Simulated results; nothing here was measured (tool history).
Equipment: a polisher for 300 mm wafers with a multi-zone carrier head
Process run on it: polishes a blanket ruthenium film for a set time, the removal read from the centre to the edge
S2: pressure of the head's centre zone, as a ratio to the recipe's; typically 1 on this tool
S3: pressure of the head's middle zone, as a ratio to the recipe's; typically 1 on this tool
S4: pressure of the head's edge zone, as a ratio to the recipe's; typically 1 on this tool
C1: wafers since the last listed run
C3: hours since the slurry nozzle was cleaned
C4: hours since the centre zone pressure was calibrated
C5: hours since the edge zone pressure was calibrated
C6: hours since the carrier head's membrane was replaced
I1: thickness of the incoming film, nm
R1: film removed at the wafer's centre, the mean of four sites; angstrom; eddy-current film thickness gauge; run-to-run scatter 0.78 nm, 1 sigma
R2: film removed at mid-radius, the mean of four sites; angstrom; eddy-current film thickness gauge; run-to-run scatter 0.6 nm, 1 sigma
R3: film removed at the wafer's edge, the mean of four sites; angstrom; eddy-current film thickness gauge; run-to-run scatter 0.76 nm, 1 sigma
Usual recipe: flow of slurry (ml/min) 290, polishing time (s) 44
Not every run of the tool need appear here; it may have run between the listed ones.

Run 1, day 0: usual settings; C1 0; wafers polished on this pad 1161; C3 302.8; C4 528.2; C5 430.6; C6 863.1; I1 362.9. Result: R1 784 angstrom, R2 742 angstrom, R3 756 angstrom.
Run 2, day 1.304: usual settings; C1 479; wafers polished on this pad 1640; C3 334.1; C4 559.5; C5 461.9; C6 894.4; I1 364.5. Result: R1 780 angstrom, R2 751 angstrom, R3 748 angstrom.
At day 1.679: edge zone pressure recalibrated.
At day 1.892: worn pad replaced by a new one.
Run 3, day 1.933: usual settings; C1 139; wafers polished on this pad 15; C3 349.2; C4 574.6; C5 6.1; C6 909.5; I1 365.9. Result: R1 784 angstrom, R2 746 angstrom, R3 745 angstrom.
At day 2.879: slurry nozzle cleaned.
Run 4, day 2.9: usual settings; C1 339; wafers polished on this pad 355; C3 0.5; C4 597.8; C5 29.3; C6 932.7; I1 365.1. Result: R1 788 angstrom, R2 755 angstrom, R3 735 angstrom.
Run 5, day 3.983: usual settings; C1 398; wafers polished on this pad 753; C3 26.5; C4 623.8; C5 55.3; C6 958.7; I1 360.1. Result: R1 798 angstrom, R2 745 angstrom, R3 742 angstrom.
Run 6, day 5.033: usual settings; C1 385; wafers polished on this pad 1138; C3 51.7; C4 649; C5 80.5; C6 983.9; I1 357.2. Result: R1 787 angstrom, R2 753 angstrom, R3 743 angstrom.
Run 7, day 5.717: usual settings; C1 251; wafers polished on this pad 1390; C3 68.1; C4 665.4; C5 96.9; C6 1000.3; I1 360.7. Result: R1 786 angstrom, R2 747 angstrom, R3 745 angstrom.
Run 8, day 6.638: usual settings but flow of slurry (ml/min) 335, S2 1.09; C1 338; wafers polished on this pad 1728; C3 90.2; C4 687.5; C5 119; C6 1022.4; I1 364.8. Result: R1 877 angstrom, R2 765 angstrom, R3 761 angstrom.
At day 6.908: worn pad replaced by a new one.
At day 7.238: carrier head's membrane replaced by a new one.
Run 9, day 7.258: usual settings; C1 90; wafers polished on this pad 52; C3 105.1; C4 702.4; C5 133.9; C6 0.5; I1 357.3. Result: R1 805 angstrom, R2 757 angstrom, R3 727 angstrom.
Run 10, day 8.446: usual settings but S2 0.9, S3 1.07; C1 436; wafers polished on this pad 488; C3 133.6; C4 730.9; C5 162.4; C6 29; I1 355.5. Result: R1 731 angstrom, R2 793 angstrom, R3 742 angstrom.
Run 11, day 9.417: usual settings but S4 1.1, polishing time (s) 29; C1 356; wafers polished on this pad 845; C3 156.9; C4 754.2; C5 185.7; C6 52.3; I1 359.2. Result: R1 541 angstrom, R2 489 angstrom, R3 510 angstrom.
Run 12, day 10.275: usual settings but S3 0.9, polishing time (s) 34; C1 315; wafers polished on this pad 1161; C3 177.5; C4 774.8; C5 206.3; C6 72.9; I1 358.8. Result: R1 624 angstrom, R2 531 angstrom, R3 582 angstrom.
At day 11.017: centre zone pressure recalibrated.
Run 13, day 11.354: usual settings but S4 1.1, polishing time (s) 59; C1 365; wafers polished on this pad 1527; C3 203.4; C4 8.1; C5 232.2; C6 98.8; I1 356.7. Result: R1 999 angstrom, R2 1001 angstrom, R3 1033 angstrom.
Run 14, day 11.962: usual settings; C1 223; wafers polished on this pad 1750; C3 218; C4 22.7; C5 246.8; C6 113.4; I1 354. Result: R1 754 angstrom, R2 753 angstrom, R3 760 angstrom.
At day 13.004: worn pad replaced by a new one.
Run 15, day 13.233: usual settings but S2 0.9; C1 405; wafers polished on this pad 83; C3 248.5; C4 53.2; C5 277.3; C6 143.9; I1 365.7. Result: R1 696 angstrom, R2 756 angstrom, R3 747 angstrom.
Run 16, day 14.229: usual settings but S3 0.97; C1 365; wafers polished on this pad 449; C3 272.4; C4 77.1; C5 301.2; C6 167.8; I1 358.7. Result: R1 760 angstrom, R2 736 angstrom, R3 761 angstrom.
Run 17, day 14.792: usual settings but flow of slurry (ml/min) 205; C1 206; wafers polished on this pad 656; C3 285.9; C4 90.6; C5 314.7; C6 181.3; I1 366. Result: R1 722 angstrom, R2 700 angstrom, R3 720 angstrom.
Run 18, day 15.321: usual settings; C1 194; wafers polished on this pad 850; C3 298.6; C4 103.3; C5 327.4; C6 194; I1 356.2. Result: R1 773 angstrom, R2 748 angstrom, R3 748 angstrom.
Run 19, day 15.988: usual settings but S3 0.95, S4 1.05; C1 244; wafers polished on this pad 1095; C3 314.6; C4 119.3; C5 343.4; C6 210; I1 361.8. Result: R1 756 angstrom, R2 712 angstrom, R3 761 angstrom.
Run 20, day 16.867: usual settings; C1 323; wafers polished on this pad 1418; C3 335.7; C4 140.4; C5 364.5; C6 231.1; I1 356.8. Result: R1 761 angstrom, R2 751 angstrom, R3 741 angstrom.
Run 21, day 18.267: usual settings but flow of slurry (ml/min) 345, S3 0.94, polishing time (s) 35; C1 514; wafers polished on this pad 1933; C3 369.3; C4 174; C5 398.1; C6 264.7; I1 362.1. Result: R1 615 angstrom, R2 577 angstrom, R3 608 angstrom.
At day 18.558: worn pad replaced by a new one.
At day 18.688: slurry nozzle cleaned.
At day 20.171: edge zone pressure recalibrated.
Run 22, day 21.054: usual settings but S2 1.09, S3 1.12; C1 917; wafers polished on this pad 870; C3 56.8; C4 240.9; C5 21.2; C6 331.6; I1 356. Result: R1 854 angstrom, R2 817 angstrom, R3 744 angstrom.

For some of the steps in R1 from one run to the next: how much would appear even if the tool had no hidden state, given the settings, what came in and random variation, and how much remains for the hidden state plus any gauge scatter that the measured result and the result without hidden state don't share?
The tool's hidden condition here consists of: removal rate lost through wear of the pad, %; slurry flow missing at the pad, %; deviation of the centre zone's pressure from its setpoint, %; deviation of the edge zone's pressure from its setpoint, %.
Run 12 -> 13: S3 0.9 -> 1, S4 1 -> 1.1, polishing time (s) 34 -> 59, centre zone pressure recalibrated. R1 +375 angstrom: hidden state -41, all else +416.
Run 13 -> 14: S4 1.1 -> 1, polishing time (s) 59 -> 44. R1 -245 angstrom: hidden state -1, all else -244.
Run 21 -> 22: flow of slurry (ml/min) 345 -> 290, S2 1 -> 1.09, S3 0.94 -> 1.12, polishing time (s) 35 -> 44, worn pad replaced by a new one, slurry nozzle cleaned, edge zone pressure recalibrated. R1 +239 angstrom: hidden state +14, all else +225.

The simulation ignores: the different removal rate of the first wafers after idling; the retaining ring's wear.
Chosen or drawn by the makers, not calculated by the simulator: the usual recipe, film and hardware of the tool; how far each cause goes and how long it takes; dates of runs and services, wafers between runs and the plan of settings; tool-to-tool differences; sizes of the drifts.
